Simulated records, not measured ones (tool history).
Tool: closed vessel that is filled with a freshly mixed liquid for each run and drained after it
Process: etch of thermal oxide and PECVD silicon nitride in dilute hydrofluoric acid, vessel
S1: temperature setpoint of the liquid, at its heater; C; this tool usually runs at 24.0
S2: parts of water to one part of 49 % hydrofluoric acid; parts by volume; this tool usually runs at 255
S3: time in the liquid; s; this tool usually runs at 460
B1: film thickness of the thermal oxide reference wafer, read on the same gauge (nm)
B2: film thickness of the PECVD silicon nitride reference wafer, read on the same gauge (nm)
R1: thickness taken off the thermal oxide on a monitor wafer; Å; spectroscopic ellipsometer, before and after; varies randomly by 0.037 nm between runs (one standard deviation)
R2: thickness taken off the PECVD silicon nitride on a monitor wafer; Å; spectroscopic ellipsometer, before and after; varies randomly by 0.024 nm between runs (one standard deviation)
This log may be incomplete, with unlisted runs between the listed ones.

| run | hour | S1 | S2 | S3 | B1 | B2 | R1 | R2 |
|---|---|---|---|---|---|---|---|---|
| 1 | 0.0 | 24.0 | 255 | 460 | 59.99 | 90.01 | 66.8 | 49.2 |
| 2 | 16.1 | 24.0 | 255 | 460 | 59.96 | 89.98 | 66.5 | 48.7 |
| 3 | 25.7 | 24.0 | 255 | 460 | 59.99 | 89.98 | 65.9 | 48.8 |
| 4 | 34.0 | 24.0 | 255 | 460 | 60.05 | 90.01 | 66.5 | 48.7 |
| 5 | 51.7 | 24.0 | 165 | 460 | 59.97 | 90.00 | 112.3 | 74.5 |
|  | 58.3 | gauge calibrated |
| 6 | 66.2 | 24.0 | 255 | 460 | 59.97 | 89.98 | 66.2 | 48.5 |
| 7 | 81.9 | 21.5 | 215 | 195 | 60.02 | 89.98 | 31.5 | 20.7 |
| 8 | 94.1 | 24.0 | 255 | 460 | 60.01 | 90.01 | 66.1 | 48.6 |
|  | 104.7 | hydrofluoric acid flow meter replaced |
| 9 | 110.0 | 21.5 | 255 | 460 | 59.98 | 89.99 | 60.1 | 41.3 |
| 10 | 122.5 | 24.0 | 255 | 460 | 60.03 | 89.99 | 66.0 | 48.5 |
| 11 | 138.0 | 24.0 | 165 | 250 | 60.02 | 90.03 | 60.7 | 40.0 |
| 12 | 145.0 | 24.0 | 255 | 460 | 59.99 | 89.99 | 66.2 | 48.3 |
| 13 | 159.4 | 24.0 | 310 | 460 | 59.96 | 90.02 | 51.8 | 39.7 |
| 14 | 166.2 | 28.5 | 255 | 545 | 60.05 | 89.99 | 92.4 | 75.7 |
|  | 172.7 | thermometer replaced |
| 15 | 176.9 | 20.5 | 365 | 700 | 60.01 | 89.98 | 60.8 | 47.6 |
| 16 | 186.6 | 26.0 | 255 | 460 | 60.03 | 90.00 | 76.9 | 62.3 |
| 17 | 194.3 | 28.0 | 255 | 460 | 60.02 | 89.98 | 82.9 | 71.1 |
| 18 | 211.5 | 20.5 | 360 | 325 | 59.96 | 90.02 | 28.6 | 22.4 |
| 19 | 222.9 | 22.5 | 255 | 460 | 59.99 | 89.98 | 67.4 | 49.9 |
| 20 | 238.2 | 21.0 | 315 | 315 | 60.03 | 89.96 | 33.6 | 25.4 |
| 21 | 251.5 | 20.5 | 225 | 460 | 60.01 | 90.01 | 72.9 | 49.7 |
| 22 | 262.7 | 24.0 | 255 | 460 | 59.99 | 90.03 | 71.2 | 55.2 |
| 23 | 280.5 | 26.5 | 255 | 580 | 60.04 | 90.03 | 97.9 | 80.7 |
| 24 | 287.9 | 19.5 | 255 | 610 | 60.01 | 89.98 | 79.2 | 54.6 |
| 25 | 295.6 | 20.0 | 255 | 460 | 59.99 | 90.03 | 61.2 | 42.6 |

What if the next run were any one of these 5? Each begins from the tool's condition after run 25:
| A | 296.4 | 24.0 | 255 | 220 | ? | ? | ? | ? |
| B | 296.4 | 20.0 | 255 | 575 | ? | ? | ? | ? |
| C | 296.4 | 28.5 | 255 | 460 | ? | ? | ? | ? |
| D | 296.4 | 19.0 | 255 | 605 | ? | ? | ? | ? |
| E | 296.4 | 27.0 | 300 | 460 | ? | ? | ? | ? |

| run | B1 | B2 | R1 | R2 |
|---|---|---|---|---|
| A | 60.02 | 90.00 | 33.9 | 26.1 |
| B | 60.02 | 90.00 | 76.5 | 52.9 |
| C | 60.02 | 90.00 | 83.0 | 71.7 |
| D | 60.02 | 90.00 | 77.5 | 52.1 |
| E | 60.02 | 90.00 | 63.9 | 55.7 |
With the hidden condition removed and each run's random variation left untouched, the same runs would have given:
| run | R1 | R2 |
|---|---|---|
| A | 34.6 | 27.0 |
| B | 78.0 | 54.7 |
| C | 84.5 | 74.0 |
| D | 79.1 | 54.0 |
| E | 65.1 | 57.5 |

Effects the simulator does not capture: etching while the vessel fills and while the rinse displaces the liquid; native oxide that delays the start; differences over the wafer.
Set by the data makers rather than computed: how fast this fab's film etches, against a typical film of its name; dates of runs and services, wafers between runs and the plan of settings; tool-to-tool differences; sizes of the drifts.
